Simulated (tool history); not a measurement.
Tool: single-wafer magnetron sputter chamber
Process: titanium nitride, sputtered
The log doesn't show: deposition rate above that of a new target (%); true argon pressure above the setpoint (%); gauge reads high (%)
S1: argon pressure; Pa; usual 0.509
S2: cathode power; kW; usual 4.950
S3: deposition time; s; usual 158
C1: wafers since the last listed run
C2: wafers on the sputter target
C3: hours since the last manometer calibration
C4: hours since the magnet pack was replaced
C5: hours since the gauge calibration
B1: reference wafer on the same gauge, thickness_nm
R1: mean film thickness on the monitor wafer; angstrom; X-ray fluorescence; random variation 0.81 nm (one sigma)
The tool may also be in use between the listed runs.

Run 1, hour 0.0: usual settings; C1 0; C2 2517; C3 1346.7; C4 11953.1; C5 73.0; B1 158.965. Result: R1 1314.01 angstrom.
Run 2, hour 14.0: usual settings; C1 157; C2 2675; C3 1360.7; C4 11967.1; C5 87.0; B1 158.888. Result: R1 1302.43 angstrom.
Run 3, hour 119.6: usual settings; C1 1188; C2 3863; C3 1466.3; C4 12072.7; C5 192.6; B1 158.946. Result: R1 1304.16 angstrom.
At hour 144.4: sputter target and shields replaced.
Run 4, hour 145.0: usual settings but S1 0.408 Pa, S2 4.450 kW; C1 195; C2 6; C3 1491.7; C4 12098.1; C5 218.0; B1 159.145. Result: R1 1289.35 angstrom.
Run 5, hour 176.1: usual settings but S1 0.408 Pa, S2 4.450 kW; C1 349; C2 356; C3 1522.8; C4 12129.2; C5 249.1; B1 158.960. Result: R1 1272.32 angstrom.
Run 6, hour 192.3: usual settings; C1 182; C2 538; C3 1539.0; C4 12145.4; C5 265.3; B1 158.901. Result: R1 1328.72 angstrom.
Run 7, hour 227.0: usual settings; C1 390; C2 929; C3 1573.7; C4 12180.1; C5 300.0; B1 158.825. Result: R1 1326.62 angstrom.
Run 8, hour 261.6: usual settings; C1 389; C2 1318; C3 1608.3; C4 12214.7; C5 334.6; B1 158.964. Result: R1 1317.55 angstrom.
At hour 311.8: capacitance manometer re-zeroed and calibrated.
Run 9, hour 329.0: usual settings; C1 668; C2 1986; C3 17.2; C4 12282.1; C5 402.0; B1 159.213. Result: R1 1286.44 angstrom.
At hour 396.3: magnet pack replaced.
Run 10, hour 397.0: usual settings; C1 675; C2 2662; C3 85.2; C4 0.7; C5 470.0; B1 159.083. Result: R1 1286.91 angstrom.
Run 11, hour 423.4: usual settings; C1 297; C2 2959; C3 111.6; C4 27.1; C5 496.4; B1 158.989. Result: R1 1292.13 angstrom.
Run 12, hour 437.5: usual settings; C1 158; C2 3117; C3 125.7; C4 41.2; C5 510.5; B1 158.709. Result: R1 1301.10 angstrom.
Run 13, hour 454.4: usual settings; C1 190; C2 3307; C3 142.6; C4 58.1; C5 527.4; B1 158.870. Result: R1 1291.07 angstrom.
At hour 463.7: sputter target and shields replaced.
Run 14, hour 488.9: usual settings but S2 6.000 kW, S3 167 s; C1 298; C2 283; C3 177.1; C4 92.6; C5 561.9; B1 159.171. Result: R1 1622.38 angstrom.
Run 15, hour 512.4: usual settings; C1 264; C2 547; C3 200.6; C4 116.1; C5 585.4; B1 158.891. Result: R1 1331.25 angstrom.
Run 16, hour 542.7: usual settings but S3 135 s; C1 340; C2 888; C3 230.9; C4 146.4; C5 615.7; B1 158.970. Result: R1 1131.91 angstrom.
Run 17, hour 565.1: usual settings but S2 4.500 kW, S3 169 s; C1 252; C2 1140; C3 253.3; C4 168.8; C5 638.1; B1 158.709. Result: R1 1322.43 angstrom.
Run 18, hour 577.4: usual settings but S1 0.372 Pa, S3 127 s; C1 138; C2 1279; C3 265.6; C4 181.1; C5 650.4; B1 159.134. Result: R1 1097.37 angstrom.
At hour 616.2: gauge calibrated.
Run 19, hour 648.3: usual settings but S1 0.455 Pa; C1 797; C2 2076; C3 336.5; C4 252.0; C5 32.1; B1 158.995. Result: R1 1317.67 angstrom.
Run 20, hour 680.0: usual settings but S1 0.317 Pa, S3 179 s; C1 356; C2 2433; C3 368.2; C4 283.7; C5 63.8; B1 158.817. Result: R1 1555.65 angstrom.
Run 21, hour 694.9: usual settings but S1 0.345 Pa, S2 5.450 kW, S3 145 s; C1 167; C2 2601; C3 383.1; C4 298.6; C5 78.7; B1 158.864. Result: R1 1328.69 angstrom.
Run 22, hour 730.2: usual settings but S1 0.349 Pa, S2 3.950 kW, S3 185 s; C1 397; C2 2998; C3 418.4; C4 333.9; C5 114.0; B1 159.152. Result: R1 1393.96 angstrom.
Run 23, hour 765.4: usual settings; C1 396; C2 3394; C3 453.6; C4 369.1; C5 149.2; B1 158.905. Result: R1 1288.86 angstrom.
Run 24, hour 799.3: usual settings; C1 381; C2 3775; C3 487.5; C4 403.0; C5 183.1; B1 158.935. Result: R1 1309.42 angstrom.
Run 25, hour 816.3: usual settings; C1 191; C2 3967; C3 504.5; C4 420.0; C5 200.1; B1 158.919. Result: R1 1307.50 angstrom.
At hour 836.3: sputter target and shields replaced.
Run 26, hour 836.8: usual settings but S1 0.368 Pa, S2 4.650 kW, S3 143 s; C1 140; C2 5; C3 525.0; C4 440.5; C5 220.6; B1 159.011. Result: R1 1224.03 angstrom.

5 ways to go on from here, each from the tool as it stands after run 26. What would each give?
Run A, hour 837.2: usual settings; C1 4; C2 10; C3 525.4; C4 440.9; C5 221.0; B1 ?. Result: R1 ?.
Run B, hour 837.2: usual settings but S1 0.436 Pa, S2 3.850 kW, S3 182 s; C1 4; C2 10; C3 525.4; C4 440.9; C5 221.0; B1 ?. Result: R1 ?.
Run C, hour 837.2: usual settings but S1 0.316 Pa, S2 5.650 kW, S3 134 s; C1 4; C2 10; C3 525.4; C4 440.9; C5 221.0; B1 ?. Result: R1 ?.
Run D, hour 837.2: usual settings but S1 0.378 Pa, S2 5.400 kW; C1 4; C2 10; C3 525.4; C4 440.9; C5 221.0; B1 ?. Result: R1 ?.
Run E, hour 837.2: usual settings but S3 128 s; C1 4; C2 10; C3 525.4; C4 440.9; C5 221.0; B1 ?. Result: R1 ?.

run       B1       R1
  A  158.967  1347.49
  B  158.967  1342.90
  C  158.967  1322.92
  D  158.967  1484.56
  E  158.967  1091.64
Without the tool's hidden state the same runs would have given:
run       R1
  A  1349.16
  B  1344.56
  C  1324.56
  D  1486.40
  E  1092.99
